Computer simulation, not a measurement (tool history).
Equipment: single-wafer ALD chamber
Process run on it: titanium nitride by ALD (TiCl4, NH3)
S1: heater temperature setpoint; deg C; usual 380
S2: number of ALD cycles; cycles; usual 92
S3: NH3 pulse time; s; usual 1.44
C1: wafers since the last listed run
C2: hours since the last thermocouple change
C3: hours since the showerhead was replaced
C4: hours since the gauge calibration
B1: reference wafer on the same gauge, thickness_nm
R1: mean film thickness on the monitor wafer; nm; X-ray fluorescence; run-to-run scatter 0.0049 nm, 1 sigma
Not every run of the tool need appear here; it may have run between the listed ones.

run	hour	S1	S2	S3	C1	C2	C3	C4	B1	R1
1	0.0	370	92	1.44	0	1503.0	3123.8	182.9	2.143	1.929
2	20.1	370	92	1.44	62	1523.1	3143.9	203.0	2.144	1.915
3	38.2	370	92	1.44	56	1541.2	3162.0	221.1	2.146	1.922
4	66.9	380	92	1.72	88	1569.9	3190.7	249.8	2.145	1.975
5	84.8	384	92	1.18	55	1587.8	3208.6	267.7	2.146	1.959
6	107.2	384	92	1.18	69	1610.2	3231.0	290.1	2.148	1.939
7	119.4	380	92	1.44	37	1622.4	3243.2	302.3	2.149	1.958
8	154.7	380	92	1.44	109	1657.7	3278.5	337.6	2.152	1.966
9	170.7	380	92	1.44	49	1673.7	3294.5	353.6	2.152	1.972
10	189.8	380	92	1.44	59	1692.8	3313.6	372.7	2.151	1.975
11	218.3	380	92	1.03	88	1721.3	3342.1	401.2	2.155	1.911
12	236.8	380	92	1.03	57	1739.8	3360.6	419.7	2.155	1.920
13	260.9	380	92	1.03	74	1763.9	3384.7	443.8	2.156	1.914
14	275.5	385	92	1.44	45	1778.5	3399.3	458.4	2.158	1.991
15	289.6	380	92	1.44	43	1792.6	3413.4	472.5	2.160	1.979
16	304.7	380	92	1.44	46	1807.7	3428.5	487.6	2.158	1.977
17	352.0	380	86	1.68	146	1855.0	3475.8	534.9	2.162	1.876
18	386.6	380	100	1.81	107	1889.6	3510.4	569.5	2.167	2.201
19	410.6	373	105	1.44	74	1913.6	3534.4	593.5	2.168	2.224
20	442.6	380	81	1.44	99	1945.6	3566.4	625.5	2.174	1.747
21	469.8	370	92	1.44	84	1972.8	3593.6	652.7	2.173	1.955
# hour 487.6: showerhead replaced
22	492.7	370	92	1.44	46	1995.7	5.1	675.6	2.176	1.952
# hour 525.6: gauge calibrated
# hour 529.6: thermocouple changed; heater temperature recalibrated
23	530.1	386	92	1.90	91	0.5	42.5	4.5	2.144	2.003
24	540.7	394	80	1.85	32	11.1	53.1	15.1	2.142	1.757
25	567.3	380	92	1.44	82	37.7	79.7	41.7	2.144	1.955
26	602.6	375	92	1.44	109	73.0	115.0	77.0	2.144	1.947
27	635.2	367	92	1.44	100	105.6	147.6	109.6	2.147	1.906
28	647.8	380	92	1.44	39	118.2	160.2	122.2	2.145	1.962
29	666.4	380	92	1.44	57	136.8	178.8	140.8	2.143	1.959
30	696.3	391	92	0.99	92	166.7	208.7	170.7	2.146	1.946
31	711.1	380	92	1.44	45	181.5	223.5	185.5	2.145	1.963
32	741.3	380	107	0.92	93	211.7	253.7	215.7	2.145	2.197

Measured result minus the same run's result without the hidden state. Both carry the same run-to-run variation, though not necessarily the same gauge scatter:
What the log doesn't record here: wafer temperature above the value expected at the setpoint (K); gauge reads high (%).
run	R1
1	+0.003
2	+0.004
3	+0.005
4	+0.006
5	+0.006
6	+0.007
7	+0.008
8	+0.010
9	+0.010
10	+0.012
11	+0.012
12	+0.013
13	+0.015
14	+0.016
15	+0.017
16	+0.018
17	+0.021
18	+0.028
19	+0.030
20	+0.026
21	+0.031
22	+0.033
23	+0.003
24	+0.002
25	+0.003
26	+0.003
27	+0.003
28	+0.004
29	+0.005
30	+0.005
31	+0.005
32	+0.007
